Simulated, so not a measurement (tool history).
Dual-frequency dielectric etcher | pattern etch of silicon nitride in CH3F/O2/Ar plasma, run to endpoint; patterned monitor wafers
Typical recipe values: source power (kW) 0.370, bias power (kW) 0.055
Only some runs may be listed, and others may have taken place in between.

run	hour	source power (kW)	bias power (kW)	incoming incoming film thickness, nm	endpoint time (s)
1	0.0	0.370	0.045	37.61	61.6
2	13.7	0.370	0.045	37.60	60.9
3	21.4	0.370	0.055	38.20	57.9
4	30.0	0.370	0.055	37.80	57.6
5	41.2	0.370	0.055	37.74	57.4
6	54.7	0.370	0.055	37.64	57.5
7	69.5	0.370	0.055	38.14	57.4
8	77.7	0.370	0.055	38.04	57.2
9	86.6	0.370	0.055	38.00	57.7
10	95.6	0.370	0.055	38.16	57.4
11	105.8	0.370	0.055	38.13	57.2
12	119.1	0.370	0.055	37.97	56.3
13	125.5	0.370	0.055	38.42	57.2
14	143.4	0.370	0.055	38.35	56.5
15	159.9	0.370	0.051	37.84	57.8
16	174.3	0.460	0.047	38.18	57.4
17	181.6	0.370	0.055	37.79	55.2
18	195.9	0.330	0.064	38.18	53.5
19	208.5	0.290	0.051	38.16	60.5
# hour 219.0: source power generator calibrated
20	226.0	0.370	0.060	37.80	53.6
21	232.6	0.420	0.046	37.97	58.2
22	246.4	0.330	0.048	37.59	59.2
23	258.4	0.300	0.055	38.22	57.3
24	273.3	0.370	0.055	37.91	55.2
# hour 317.2: upper electrode replaced
# hour 321.4: bias power generator calibrated
25	321.9	0.310	0.065	38.31	53.5
26	323.1	0.420	0.055	37.86	53.8
27	331.8	0.290	0.067	37.91	52.6
28	342.1	0.370	0.045	38.32	59.4
# hour 368.9: wet clean of the chamber
29	369.4	0.370	0.059	38.04	57.8
30	391.9	0.440	0.055	38.04	55.4
31	406.8	0.370	0.067	38.26	54.3
32	422.1	0.330	0.050	38.11	60.9
33	430.1	0.390	0.064	37.67	53.9
34	447.1	0.370	0.055	37.96	56.8
35	499.8	0.430	0.061	38.02	54.2

Forecast each of these 4 alternatives for the next run:
A	500.2	0.330	0.055	37.79	?
B	500.2	0.460	0.045	37.79	?
C	500.2	0.450	0.048	37.79	?
D	500.2	0.370	0.063	37.79	?

run	endpoint time (s)
A	57.9
B	58.2
C	57.2
D	53.9
What these runs would have given with no unlogged condition in the tool:
run	endpoint time (s)
A	59.2
B	59.5
C	58.4
D	55.1
